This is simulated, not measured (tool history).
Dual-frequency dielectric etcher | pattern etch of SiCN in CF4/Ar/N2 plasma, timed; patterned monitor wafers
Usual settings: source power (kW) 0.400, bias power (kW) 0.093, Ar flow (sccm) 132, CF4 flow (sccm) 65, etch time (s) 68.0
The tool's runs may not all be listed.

run   hour  source power (kW)  bias power (kW)  Ar flow (sccm)  CF4 flow (sccm)  etch time (s)  read-back reference wafer on the same gauge, depth_nm  mean etch depth across the wafer (nm)
  1    0.0              0.400            0.087             132               65           68.0                                                   59.8                                   55.4
       6.8  -- gauge calibrated
  2   30.5              0.400            0.087             132               65           68.0                                                   59.9                                   56.1
  3   62.3              0.400            0.093             132               65           68.0                                                   59.6                                   57.0
  4   93.9              0.470            0.093             132               65           68.0                                                   59.6                                   67.2
     128.9  -- bias power generator calibrated
     132.4  -- upper electrode replaced
  5  132.9              0.470            0.093             132               65           68.0                                                   59.6                                   67.5
  6  137.2              0.470            0.093             132               65           68.0                                                   59.7                                   67.0
  7  162.2              0.340            0.093             132               76           68.0                                                   59.8                                   51.4
  8  188.0              0.340            0.093             132               76           68.0                                                   59.7                                   50.6
     218.0  -- source power generator calibrated
  9  218.5              0.400            0.093             132               65           68.0                                                   59.7                                   58.6
     264.9  -- wet clean of the chamber
 10  265.4              0.450            0.093             132               65           68.0                                                   59.7                                   61.8
 11  279.7              0.400            0.093             132               65           68.0                                                   59.7                                   56.0
 12  300.6              0.430            0.103             104               65           52.0                                                   59.8                                   48.8
     316.5  -- CF4 flow controller replaced
 13  331.3              0.400            0.087             132               50           68.0                                                   59.6                                   52.5
 14  353.6              0.400            0.113             132               75           68.0                                                   59.8                                   61.7
     360.4  -- Ar flow controller replaced
 15  367.3              0.400            0.103             132               76           68.0                                                   59.7                                   60.3
     371.9  -- gauge calibrated
 16  392.8              0.400            0.093             132               65           68.0                                                   59.7                                   56.9
 17  407.3              0.400            0.073             162               73           78.0                                                   59.8                                   59.7
 18  429.0              0.400            0.093             132               65           68.0                                                   59.6                                   57.5
 19  458.1              0.310            0.084             156               65           83.5                                                   59.7                                   52.9
 20  473.0              0.340            0.093             132               76           68.0                                                   59.6                                   50.7
 21  504.5              0.400            0.112             132               81           81.0                                                   59.7                                   75.8

Hidden state or all else? Some run-to-run changes of mean etch depth across the wafer (nm), split into what the settings, what came in and random variation would give without the hidden state, and what is left for the hidden state (with any gauge scatter that isn't in both results):
The hidden state here: etch rate over this chamber's usual, %; source power that arrives over what is set, %; bias power that arrives over what is set, %; Ar flow that arrives over what is set, %; CF4 flow that arrives over what is set, %; gauge reads high (%).
Run 6 -> 7: source power (kW) 0.470 -> 0.340, CF4 flow (sccm) 65 -> 76. mean etch depth across the wafer (nm) -15.6: hidden state -0.4, all else -15.2.
Run 9 -> 10: source power (kW) 0.400 -> 0.450, wet clean of the chamber. mean etch depth across the wafer (nm) +3.2: hidden state -2.5, all else +5.7.
Run 20 -> 21: source power (kW) 0.340 -> 0.400, bias power (kW) 0.093 -> 0.112, CF4 flow (sccm) 76 -> 81, etch time (s) 68.0 -> 81.0. mean etch depth across the wafer (nm) +25.1: hidden state +1.1, all else +24.0.
